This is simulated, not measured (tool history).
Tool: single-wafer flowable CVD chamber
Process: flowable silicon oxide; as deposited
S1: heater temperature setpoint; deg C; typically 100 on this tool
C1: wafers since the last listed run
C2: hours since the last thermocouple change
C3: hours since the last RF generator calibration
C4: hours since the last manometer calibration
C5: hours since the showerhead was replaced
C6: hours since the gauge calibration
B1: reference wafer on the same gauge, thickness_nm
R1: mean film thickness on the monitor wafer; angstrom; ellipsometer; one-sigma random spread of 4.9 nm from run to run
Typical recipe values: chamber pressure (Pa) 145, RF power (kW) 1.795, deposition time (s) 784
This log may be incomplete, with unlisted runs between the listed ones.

run 1 hour=0.0 | S1=100 chamber_pressure_(Pa)=145 RF_power_(kW)=1.795 deposition_time_(s)=728 | C1=0 C2=47.1 C3=11.6 C4=2154.0 C5=7336.5 C6=61.2 | B1=861.113 | R1=8334.99
run 2 hour=6.0 | S1=100 chamber_pressure_(Pa)=145 RF_power_(kW)=1.795 deposition_time_(s)=728 | C1=10 C2=53.1 C3=17.6 C4=2160.0 C5=7342.5 C6=67.2 | B1=857.784 | R1=8358.12
run 3 hour=23.6 | S1=100 chamber_pressure_(Pa)=145 RF_power_(kW)=1.795 deposition_time_(s)=686 | C1=29 C2=70.7 C3=35.2 C4=2177.6 C5=7360.1 C6=84.8 | B1=858.917 | R1=7951.38
run 4 hour=33.1 | S1=100 chamber_pressure_(Pa)=145 RF_power_(kW)=1.795 deposition_time_(s)=686 | C1=16 C2=80.2 C3=44.7 C4=2187.1 C5=7369.6 C6=94.3 | B1=860.710 | R1=7944.29
run 5 hour=41.3 | S1=100 chamber_pressure_(Pa)=145 RF_power_(kW)=1.795 deposition_time_(s)=686 | C1=13 C2=88.4 C3=52.9 C4=2195.3 C5=7377.8 C6=102.5 | B1=859.164 | R1=7948.06
run 6 hour=54.5 | S1=95 chamber_pressure_(Pa)=145 RF_power_(kW)=1.600 deposition_time_(s)=784 | C1=22 C2=101.6 C3=66.1 C4=2208.5 C5=7391.0 C6=115.7 | B1=860.654 | R1=10371.32
run 7 hour=62.4 | S1=100 chamber_pressure_(Pa)=145 RF_power_(kW)=1.580 deposition_time_(s)=784 | C1=13 C2=109.5 C3=74.0 C4=2216.4 C5=7398.9 C6=123.6 | B1=858.186 | R1=8804.78
run 8 hour=91.1 | S1=108 chamber_pressure_(Pa)=161 RF_power_(kW)=2.090 deposition_time_(s)=784 | C1=48 C2=138.2 C3=102.7 C4=2245.1 C5=7427.6 C6=152.3 | B1=859.978 | R1=7813.92
run 9 hour=101.3 | S1=96 chamber_pressure_(Pa)=176 RF_power_(kW)=1.560 deposition_time_(s)=639 | C1=17 C2=148.4 C3=112.9 C4=2255.3 C5=7437.8 C6=162.5 | B1=857.653 | R1=9762.95
run 10 hour=111.8 | S1=100 chamber_pressure_(Pa)=171 RF_power_(kW)=1.795 deposition_time_(s)=719 | C1=17 C2=158.9 C3=123.4 C4=2265.8 C5=7448.3 C6=173.0 | B1=861.160 | R1=9782.12
run 11 hour=119.8 | S1=112 chamber_pressure_(Pa)=169 RF_power_(kW)=1.795 deposition_time_(s)=784 | C1=13 C2=166.9 C3=131.4 C4=2273.8 C5=7456.3 C6=181.0 | B1=861.015 | R1=6966.72
run 12 hour=127.4 | S1=100 chamber_pressure_(Pa)=145 RF_power_(kW)=1.795 deposition_time_(s)=784 | C1=12 C2=174.5 C3=139.0 C4=2281.4 C5=7463.9 C6=188.6 | B1=859.831 | R1=9087.22
run 13 hour=134.5 | S1=93 chamber_pressure_(Pa)=124 RF_power_(kW)=2.035 deposition_time_(s)=784 | C1=12 C2=181.6 C3=146.1 C4=2288.5 C5=7471.0 C6=195.7 | B1=859.503 | R1=10035.33
run 14 hour=144.0 | S1=112 chamber_pressure_(Pa)=145 RF_power_(kW)=1.795 deposition_time_(s)=935 | C1=16 C2=191.1 C3=155.6 C4=2298.0 C5=7480.5 C6=205.2 | B1=860.538 | R1=7239.79
-- hour=167.2 capacitance manometer re-zeroed and calibrated
run 15 hour=167.7 | S1=85 chamber_pressure_(Pa)=145 RF_power_(kW)=1.960 deposition_time_(s)=825 | C1=26 C2=214.8 C3=179.3 C4=0.5 C5=7504.2 C6=228.9 | B1=857.766 | R1=14684.69
run 16 hour=175.3 | S1=100 chamber_pressure_(Pa)=145 RF_power_(kW)=1.795 deposition_time_(s)=784 | C1=12 C2=222.4 C3=186.9 C4=8.1 C5=7511.8 C6=236.5 | B1=860.505 | R1=8260.28

Expected results for the next run?
run 17 hour=185.5 | S1=89 chamber_pressure_(Pa)=145 RF_power_(kW)=1.475 deposition_time_(s)=784 | C1=17 C2=232.6 C3=197.1 C4=18.3 C5=7522.0 C6=246.7 | B1=? | R1=?

{"run 17": {"B1": 861.087, "R1": 11396.77}}
Minus the tool's unlogged condition, the same run would have read R1 11477.63 angstrom.
